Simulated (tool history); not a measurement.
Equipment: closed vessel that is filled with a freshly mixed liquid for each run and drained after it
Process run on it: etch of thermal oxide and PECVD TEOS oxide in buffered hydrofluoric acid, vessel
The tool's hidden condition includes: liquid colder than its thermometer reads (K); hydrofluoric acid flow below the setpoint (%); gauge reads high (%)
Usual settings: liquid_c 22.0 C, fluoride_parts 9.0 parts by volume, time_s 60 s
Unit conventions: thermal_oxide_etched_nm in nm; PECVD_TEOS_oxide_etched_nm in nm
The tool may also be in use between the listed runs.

| run | hour | liquid_c | fluoride_parts | time_s | wafers since the last listed run | hours since the thermometer was replaced | hours since the hydrofluoric acid flow meter was replaced | hours since the gauge calibration | read-back film thickness of the thermal oxide reference wafer, read on the same gauge (nm) | read-back film thickness of the PECVD TEOS oxide reference wafer, read on the same gauge (nm) | thermal_oxide_etched_nm | PECVD_TEOS_oxide_etched_nm |
|---|---|---|---|---|---|---|---|---|---|---|---|---|
| 1 | 0.0 | 25.5 | 9.0 | 60 | 0 | 1192.4 | 1893.4 | 1769.6 | 59.99 | 59.98 | 74.97 | 269.79 |
| 2 | 48.2 | 25.5 | 9.0 | 60 | 2998 | 1240.6 | 1941.6 | 1817.8 | 59.97 | 59.99 | 76.91 | 270.05 |
| 3 | 105.1 | 25.5 | 9.0 | 60 | 3539 | 1297.5 | 1998.5 | 1874.7 | 60.02 | 59.99 | 76.24 | 269.35 |
| 4 | 146.3 | 22.0 | 9.0 | 60 | 2563 | 1338.7 | 2039.7 | 1915.9 | 59.99 | 60.00 | 61.86 | 222.35 |
|  | 177.0 | gauge calibrated |
| 5 | 214.9 | 22.0 | 9.0 | 60 | 4267 | 1407.3 | 2108.3 | 37.9 | 60.01 | 60.01 | 61.46 | 221.00 |
| 6 | 277.8 | 22.0 | 9.0 | 60 | 3913 | 1470.2 | 2171.2 | 100.8 | 60.01 | 60.00 | 62.19 | 220.50 |
| 7 | 306.5 | 22.0 | 9.0 | 60 | 1785 | 1498.9 | 2199.9 | 129.5 | 59.96 | 60.00 | 61.93 | 220.65 |
| 8 | 377.9 | 22.0 | 9.0 | 60 | 4441 | 1570.3 | 2271.3 | 200.9 | 60.01 | 60.00 | 62.17 | 220.46 |
| 9 | 416.7 | 26.5 | 6.5 | 40 | 2413 | 1609.1 | 2310.1 | 239.7 | 60.02 | 60.01 | 72.91 | 263.69 |
| 10 | 445.2 | 24.0 | 7.5 | 45 | 1773 | 1637.6 | 2338.6 | 268.2 | 60.01 | 59.97 | 62.83 | 224.69 |
| 11 | 479.3 | 20.5 | 9.0 | 85 | 2121 | 1671.7 | 2372.7 | 302.3 | 60.00 | 60.01 | 80.17 | 288.41 |
| 12 | 505.4 | 18.0 | 9.0 | 85 | 1623 | 1697.8 | 2398.8 | 328.4 | 59.98 | 59.99 | 71.52 | 249.08 |
| 13 | 602.8 | 25.0 | 12.0 | 60 | 6059 | 1795.2 | 2496.2 | 425.8 | 60.00 | 60.00 | 58.27 | 202.83 |
| 14 | 645.6 | 24.0 | 7.0 | 50 | 2662 | 1838.0 | 2539.0 | 468.6 | 60.01 | 60.00 | 74.29 | 266.47 |
| 15 | 697.7 | 22.0 | 9.0 | 60 | 3241 | 1890.1 | 2591.1 | 520.7 | 60.04 | 59.98 | 61.35 | 218.88 |
| 16 | 755.1 | 25.5 | 9.0 | 60 | 3570 | 1947.5 | 2648.5 | 578.1 | 60.00 | 59.98 | 74.41 | 264.36 |
|  | 769.8 | hydrofluoric acid flow meter replaced |
|  | 786.6 | thermometer replaced |
| 17 | 819.8 | 26.5 | 10.5 | 30 | 3900 | 33.2 | 50.0 | 642.8 | 59.99 | 60.01 | 37.03 | 129.72 |
| 18 | 878.2 | 23.5 | 9.0 | 90 | 3633 | 91.6 | 108.4 | 701.2 | 59.99 | 60.00 | 103.86 | 371.31 |
| 19 | 939.3 | 22.0 | 11.0 | 60 | 3801 | 152.7 | 169.5 | 762.3 | 59.94 | 60.03 | 54.75 | 192.93 |
| 20 | 969.4 | 22.0 | 7.5 | 60 | 1872 | 182.8 | 199.6 | 792.4 | 60.01 | 60.01 | 76.81 | 277.38 |
| 21 | 1022.1 | 22.0 | 9.0 | 60 | 3278 | 235.5 | 252.3 | 845.1 | 59.96 | 60.01 | 64.26 | 226.44 |
| 22 | 1074.0 | 18.5 | 10.5 | 90 | 3228 | 287.4 | 304.2 | 897.0 | 60.05 | 60.02 | 70.25 | 250.85 |
| 23 | 1122.6 | 26.0 | 6.0 | 85 | 3023 | 336.0 | 352.8 | 945.6 | 60.03 | 60.01 | 168.70 | 601.96 |
| 24 | 1166.8 | 19.5 | 12.5 | 60 | 2749 | 380.2 | 397.0 | 989.8 | 59.99 | 60.02 | 42.10 | 149.28 |
| 25 | 1227.3 | 20.0 | 11.0 | 60 | 3763 | 440.7 | 457.5 | 1050.3 | 60.01 | 59.99 | 49.04 | 172.63 |

5 options for the next run, each taken on its own from the tool as it stands now. Forecast them:
| A | 1228.0 | 22.0 | 9.0 | 60 | 43 | 441.4 | 458.2 | 1051.0 | ? | ? | ? | ? |
| B | 1228.0 | 25.0 | 5.5 | 35 | 43 | 441.4 | 458.2 | 1051.0 | ? | ? | ? | ? |
| C | 1228.0 | 24.0 | 9.0 | 70 | 43 | 441.4 | 458.2 | 1051.0 | ? | ? | ? | ? |
| D | 1228.0 | 18.0 | 9.0 | 60 | 43 | 441.4 | 458.2 | 1051.0 | ? | ? | ? | ? |
| E | 1228.0 | 22.0 | 10.5 | 45 | 43 | 441.4 | 458.2 | 1051.0 | ? | ? | ? | ? |

| run | read-back film thickness of the thermal oxide reference wafer, read on the same gauge (nm) | read-back film thickness of the PECVD TEOS oxide reference wafer, read on the same gauge (nm) | thermal_oxide_etched_nm | PECVD_TEOS_oxide_etched_nm |
|---|---|---|---|---|
| A | 60.04 | 60.01 | 64.21 | 226.25 |
| B | 60.04 | 60.01 | 71.29 | 251.20 |
| C | 60.04 | 60.01 | 83.62 | 294.64 |
| D | 60.04 | 60.01 | 51.30 | 180.78 |
| E | 60.04 | 60.01 | 42.98 | 151.44 |
With no hidden state in the tool, these same runs would have given:
| run | thermal_oxide_etched_nm | PECVD_TEOS_oxide_etched_nm |
|---|---|---|
| A | 65.39 | 230.42 |
| B | 72.57 | 255.72 |
| C | 85.14 | 300.00 |
| D | 52.27 | 184.20 |
| E | 43.77 | 154.23 |
